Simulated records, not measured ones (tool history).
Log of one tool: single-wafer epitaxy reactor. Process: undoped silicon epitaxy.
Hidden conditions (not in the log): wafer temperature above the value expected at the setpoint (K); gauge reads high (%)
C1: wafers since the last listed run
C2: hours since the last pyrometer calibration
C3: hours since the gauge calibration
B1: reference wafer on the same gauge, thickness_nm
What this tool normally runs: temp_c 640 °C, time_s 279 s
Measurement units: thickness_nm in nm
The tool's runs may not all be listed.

{"run": 1, "hour": 0.0, "temp_c": 650, "time_s": 250, "C1": 0, "C2": 885.8, "C3": 134.7, "B1": 42.669, "thickness_nm": 48.245}
{"run": 2, "hour": 7.4, "temp_c": 650, "time_s": 250, "C1": 37, "C2": 893.2, "C3": 142.1, "B1": 42.697, "thickness_nm": 48.695}
{"run": 3, "hour": 52.2, "temp_c": 650, "time_s": 250, "C1": 226, "C2": 938, "C3": 186.9, "B1": 42.669, "thickness_nm": 48.075}
{"run": 4, "hour": 59.2, "temp_c": 640, "time_s": 279, "C1": 35, "C2": 945, "C3": 193.9, "B1": 42.731, "thickness_nm": 42.066}
{"run": 5, "hour": 67.0, "temp_c": 640, "time_s": 279, "C1": 39, "C2": 952.8, "C3": 201.7, "B1": 42.761, "thickness_nm": 42.433}
{"run": 6, "hour": 79.9, "temp_c": 640, "time_s": 279, "C1": 65, "C2": 965.7, "C3": 214.6, "B1": 42.694, "thickness_nm": 42.261}
{"run": 7, "hour": 95.2, "temp_c": 640, "time_s": 279, "C1": 77, "C2": 981, "C3": 229.9, "B1": 42.688, "thickness_nm": 42.102}
{"run": 8, "hour": 101.3, "temp_c": 644, "time_s": 295, "C1": 30, "C2": 987.1, "C3": 236, "B1": 42.676, "thickness_nm": 49.439}
{"run": 9, "hour": 118.0, "temp_c": 644, "time_s": 295, "C1": 84, "C2": 1003.8, "C3": 252.7, "B1": 42.668, "thickness_nm": 49.38}
{"run": 10, "hour": 146.0, "temp_c": 640, "time_s": 316, "C1": 141, "C2": 1031.8, "C3": 280.7, "B1": 42.664, "thickness_nm": 48.299}
{"hour": 162.8, "done": "pyrometer calibrated"}
{"run": 11, "hour": 163.3, "temp_c": 634, "time_s": 317, "C1": 46, "C2": 0.5, "C3": 298, "B1": 42.628, "thickness_nm": 36.858}
{"run": 12, "hour": 172.6, "temp_c": 634, "time_s": 317, "C1": 46, "C2": 9.8, "C3": 307.3, "B1": 42.724, "thickness_nm": 36.738}
{"run": 13, "hour": 187.2, "temp_c": 640, "time_s": 279, "C1": 73, "C2": 24.4, "C3": 321.9, "B1": 42.709, "thickness_nm": 37.765}
{"run": 14, "hour": 195.4, "temp_c": 640, "time_s": 279, "C1": 41, "C2": 32.6, "C3": 330.1, "B1": 42.681, "thickness_nm": 37.851}
{"run": 15, "hour": 203.7, "temp_c": 640, "time_s": 279, "C1": 41, "C2": 40.9, "C3": 338.4, "B1": 42.697, "thickness_nm": 37.99}
{"run": 16, "hour": 216.4, "temp_c": 649, "time_s": 264, "C1": 64, "C2": 53.6, "C3": 351.1, "B1": 42.655, "thickness_nm": 45.117}
{"run": 17, "hour": 223.6, "temp_c": 644, "time_s": 328, "C1": 36, "C2": 60.8, "C3": 358.3, "B1": 42.699, "thickness_nm": 49.967}
{"run": 18, "hour": 240.4, "temp_c": 651, "time_s": 279, "C1": 84, "C2": 77.6, "C3": 375.1, "B1": 42.688, "thickness_nm": 50.55}
{"hour": 250.9, "done": "gauge calibrated"}
{"run": 19, "hour": 255.8, "temp_c": 645, "time_s": 307, "C1": 77, "C2": 93, "C3": 4.9, "B1": 42.699, "thickness_nm": 48.299}
{"run": 20, "hour": 266.9, "temp_c": 635, "time_s": 279, "C1": 56, "C2": 104.1, "C3": 16, "B1": 42.699, "thickness_nm": 34.283}
{"run": 21, "hour": 283.5, "temp_c": 626, "time_s": 226, "C1": 83, "C2": 120.7, "C3": 32.6, "B1": 42.726, "thickness_nm": 22.412}
{"run": 22, "hour": 291.7, "temp_c": 640, "time_s": 301, "C1": 41, "C2": 128.9, "C3": 40.8, "B1": 42.655, "thickness_nm": 42.075}
{"run": 23, "hour": 305.4, "temp_c": 646, "time_s": 331, "C1": 69, "C2": 142.6, "C3": 54.5, "B1": 42.749, "thickness_nm": 54.558}
{"run": 24, "hour": 314.5, "temp_c": 635, "time_s": 294, "C1": 45, "C2": 151.7, "C3": 63.6, "B1": 42.698, "thickness_nm": 36.277}
{"run": 25, "hour": 323.0, "temp_c": 640, "time_s": 279, "C1": 42, "C2": 160.2, "C3": 72.1, "B1": 42.686, "thickness_nm": 39.438}
{"run": 26, "hour": 348.1, "temp_c": 640, "time_s": 279, "C1": 126, "C2": 185.3, "C3": 97.2, "B1": 42.642, "thickness_nm": 39.601}
{"run": 27, "hour": 363.1, "temp_c": 625, "time_s": 262, "C1": 75, "C2": 200.3, "C3": 112.2, "B1": 42.721, "thickness_nm": 25.308}
{"run": 28, "hour": 373.9, "temp_c": 640, "time_s": 294, "C1": 54, "C2": 211.1, "C3": 123, "B1": 42.666, "thickness_nm": 42.216}

Exercise: give the hidden state of the tool at every run:
gauge reads high (%): 0 on each run
H1: wafer temperature above the value expected at the setpoint (K)
run=1 H1=5.23
run=2 H1=5.24
run=3 H1=5.31
run=4 H1=5.32
run=5 H1=5.33
run=6 H1=5.35
run=7 H1=5.37
run=8 H1=5.38
run=9 H1=5.4
run=10 H1=5.43
run=11 H1=0.553
run=12 H1=0.7
run=13 H1=0.924
run=14 H1=1.05
run=15 H1=1.17
run=16 H1=1.35
run=17 H1=1.45
run=18 H1=1.67
run=19 H1=1.87
run=20 H1=2.01
run=21 H1=2.21
run=22 H1=2.31
run=23 H1=2.46
run=24 H1=2.56
run=25 H1=2.65
run=26 H1=2.91
run=27 H1=3.06
run=28 H1=3.16
